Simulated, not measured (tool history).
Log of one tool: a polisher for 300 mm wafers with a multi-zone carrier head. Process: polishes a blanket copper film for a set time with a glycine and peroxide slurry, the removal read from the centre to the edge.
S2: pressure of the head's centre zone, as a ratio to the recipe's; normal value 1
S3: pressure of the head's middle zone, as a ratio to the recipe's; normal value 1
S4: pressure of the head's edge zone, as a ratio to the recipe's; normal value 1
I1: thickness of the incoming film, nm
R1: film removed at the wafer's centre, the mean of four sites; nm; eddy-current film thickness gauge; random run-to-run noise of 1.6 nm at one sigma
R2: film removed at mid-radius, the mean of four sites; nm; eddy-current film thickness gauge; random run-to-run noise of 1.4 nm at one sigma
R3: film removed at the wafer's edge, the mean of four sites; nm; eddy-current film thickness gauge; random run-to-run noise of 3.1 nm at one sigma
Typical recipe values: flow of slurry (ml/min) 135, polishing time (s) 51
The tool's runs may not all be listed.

run 1 hour=0 | flow_of_slurry_(ml/min)=135 S2=1 S3=1 S4=1 polishing_time_(s)=51 | I1=1546.8 | R1=200 R2=215.7 R3=216.5
-- hour=15.8 worn pad replaced by a new one
run 2 hour=16.3 | flow_of_slurry_(ml/min)=135 S2=1.06 S3=1 S4=1 polishing_time_(s)=60 | I1=1517 | R1=251.8 R2=252.8 R3=255.8
run 3 hour=26.5 | flow_of_slurry_(ml/min)=135 S2=1.06 S3=1 S4=1 polishing_time_(s)=60 | I1=1533.9 | R1=249.2 R2=253.2 R3=254
run 4 hour=39 | flow_of_slurry_(ml/min)=135 S2=1 S3=1 S4=1 polishing_time_(s)=51 | I1=1548.9 | R1=200.4 R2=218.7 R3=216.7
run 5 hour=45.3 | flow_of_slurry_(ml/min)=135 S2=1 S3=1.05 S4=1.05 polishing_time_(s)=43 | I1=1529 | R1=167.3 R2=188.6 R3=183.9
run 6 hour=60.7 | flow_of_slurry_(ml/min)=135 S2=1 S3=0.9 S4=0.95 polishing_time_(s)=51 | I1=1564.3 | R1=198.7 R2=199.6 R3=216.4
run 7 hour=68.5 | flow_of_slurry_(ml/min)=125 S2=1 S3=1 S4=0.91 polishing_time_(s)=51 | I1=1536.6 | R1=194.1 R2=213.5 R3=203.3
run 8 hour=79.3 | flow_of_slurry_(ml/min)=135 S2=1 S3=1 S4=1.12 polishing_time_(s)=43 | I1=1530 | R1=167.8 R2=182.6 R3=190.2
-- hour=98.9 centre zone pressure recalibrated
-- hour=103.3 worn pad replaced by a new one
-- hour=117.6 edge zone pressure recalibrated
-- hour=118.4 carrier head's membrane replaced by a new one
run 9 hour=127 | flow_of_slurry_(ml/min)=135 S2=1 S3=1.05 S4=1.05 polishing_time_(s)=43 | I1=1543.6 | R1=177 R2=191.5 R3=187.1
-- hour=132.9 slurry nozzle cleaned
run 10 hour=144.6 | flow_of_slurry_(ml/min)=175 S2=1 S3=1 S4=1.09 polishing_time_(s)=51 | I1=1543.8 | R1=218.8 R2=226.7 R3=236.5
run 11 hour=158.4 | flow_of_slurry_(ml/min)=135 S2=1 S3=1 S4=1 polishing_time_(s)=51 | I1=1554.8 | R1=207.6 R2=220.2 R3=219.9
run 12 hour=173 | flow_of_slurry_(ml/min)=135 S2=1 S3=1.05 S4=1.05 polishing_time_(s)=43 | I1=1550.3 | R1=174.4 R2=190.6 R3=189.1
-- hour=179.9 worn pad replaced by a new one
run 13 hour=180.4 | flow_of_slurry_(ml/min)=135 S2=1 S3=1 S4=1 polishing_time_(s)=68 | I1=1544.5 | R1=274 R2=287.7 R3=286
run 14 hour=195.8 | flow_of_slurry_(ml/min)=135 S2=1 S3=1 S4=1.08 polishing_time_(s)=51 | I1=1530.8 | R1=205 R2=213.8 R3=225.2
run 15 hour=212.5 | flow_of_slurry_(ml/min)=135 S2=0.89 S3=0.91 S4=1 polishing_time_(s)=40 | I1=1552.6 | R1=142.2 R2=158.9 R3=173.3
run 16 hour=222.7 | flow_of_slurry_(ml/min)=115 S2=0.96 S3=1.05 S4=1 polishing_time_(s)=51 | I1=1556.4 | R1=189.5 R2=217.6 R3=208.4
run 17 hour=237.4 | flow_of_slurry_(ml/min)=135 S2=1 S3=1 S4=0.96 polishing_time_(s)=51 | I1=1559 | R1=204.7 R2=214.5 R3=213.4
run 18 hour=248.8 | flow_of_slurry_(ml/min)=175 S2=0.97 S3=1 S4=1.11 polishing_time_(s)=51 | I1=1539.1 | R1=208.5 R2=227.9 R3=237
-- hour=258.7 worn pad replaced by a new one
run 19 hour=263.4 | flow_of_slurry_(ml/min)=95 S2=1 S3=1 S4=0.94 polishing_time_(s)=51 | I1=1522.2 | R1=189.3 R2=202 R3=205.3
run 20 hour=273.6 | flow_of_slurry_(ml/min)=155 S2=1.05 S3=1 S4=1 polishing_time_(s)=51 | I1=1529.3 | R1=218.3 R2=221.5 R3=219.6
run 21 hour=281.5 | flow_of_slurry_(ml/min)=135 S2=1 S3=1.04 S4=1.03 polishing_time_(s)=51 | I1=1535.3 | R1=202.4 R2=221.2 R3=222.4

Forecast each of these 5 alternatives for the next run:
run A hour=281.9 | flow_of_slurry_(ml/min)=135 S2=1 S3=1 S4=1 polishing_time_(s)=51 | I1=1548.1 | R1=? R2=? R3=?
run B hour=281.9 | flow_of_slurry_(ml/min)=100 S2=1 S3=1.06 S4=1.08 polishing_time_(s)=68 | I1=1548.1 | R1=? R2=? R3=?
run C hour=281.9 | flow_of_slurry_(ml/min)=135 S2=0.93 S3=1.12 S4=1.09 polishing_time_(s)=51 | I1=1548.1 | R1=? R2=? R3=?
run D hour=281.9 | flow_of_slurry_(ml/min)=135 S2=1 S3=0.89 S4=1 polishing_time_(s)=51 | I1=1548.1 | R1=? R2=? R3=?
run E hour=281.9 | flow_of_slurry_(ml/min)=145 S2=0.95 S3=1 S4=1.05 polishing_time_(s)=51 | I1=1548.1 | R1=? R2=? R3=?

run=A R1=202.7 R2=219.3 R3=221.4
run=B R1=251.4 R2=287.1 R3=291.1
run=C R1=188.5 R2=240 R3=229
run=D R1=202.6 R2=200.3 R3=221.7
run=E R1=195.4 R2=222.2 R3=227.9
With the hidden condition removed and each run's random variation left untouched, the same runs would have given:
run=A R1=207.4 R2=219.2 R3=221.4
run=B R1=257.1 R2=287.1 R3=291.1
run=C R1=192.9 R2=240 R3=229
run=D R1=207.2 R2=200.3 R3=221.7
run=E R1=199.9 R2=222.2 R3=227.9
